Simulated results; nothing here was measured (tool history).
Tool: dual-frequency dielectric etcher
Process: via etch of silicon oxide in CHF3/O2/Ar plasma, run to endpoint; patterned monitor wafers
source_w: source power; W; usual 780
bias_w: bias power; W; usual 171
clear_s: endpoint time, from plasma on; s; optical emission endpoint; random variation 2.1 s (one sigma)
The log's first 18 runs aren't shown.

run   hour  source_w  bias_w  incoming incoming film thickness, nm  clear_s
 19  280.9       780     171                                 712.2    311.3
 20  293.7       670     207                                 702.2    304.5
 21  311.1       970     160                                 715.9    298.2
 22  320.1       780     171                                 710.4    309.3
 23  336.2       780     171                                 717.7    311.9
 24  348.4       780     141                                 704.8    322.6
 25  365.9       780     171                                 715.1    311.5
 26  377.8       870     145                                   714    307.2
 27  384.2       650     153                                 705.8    334.1
 28  398.3       970     140                                 703.4    302.4
 29  409.2       780     141                                 704.5    318.3
 30    427       720     145                                 702.1    326.6
 31  443.2       610     143                                 701.6    347.8
 32  450.4       850     182                                 710.1    292.2
 33  459.5       780     171                                   707    306.4
 34  468.2       700     131                                 716.5    340.1

Forecast each of these 5 alternatives for the next run:
  A  468.7       780     150                                 712.5        ?
  B  468.7       930     193                                 712.5        ?
  C  468.7       690     159                                 712.5        ?
  D  468.7       710     194                                 712.5        ?
  E  468.7       970     157                                 712.5        ?

run  clear_s
  A    317.6
  B    279.1
  C    325.4
  D    304.6
  E    291.6
Without the tool's hidden state the same runs would have given:
run  clear_s
  A    323.4
  B    284.2
  C    331.3
  D    310.1
  E    296.9

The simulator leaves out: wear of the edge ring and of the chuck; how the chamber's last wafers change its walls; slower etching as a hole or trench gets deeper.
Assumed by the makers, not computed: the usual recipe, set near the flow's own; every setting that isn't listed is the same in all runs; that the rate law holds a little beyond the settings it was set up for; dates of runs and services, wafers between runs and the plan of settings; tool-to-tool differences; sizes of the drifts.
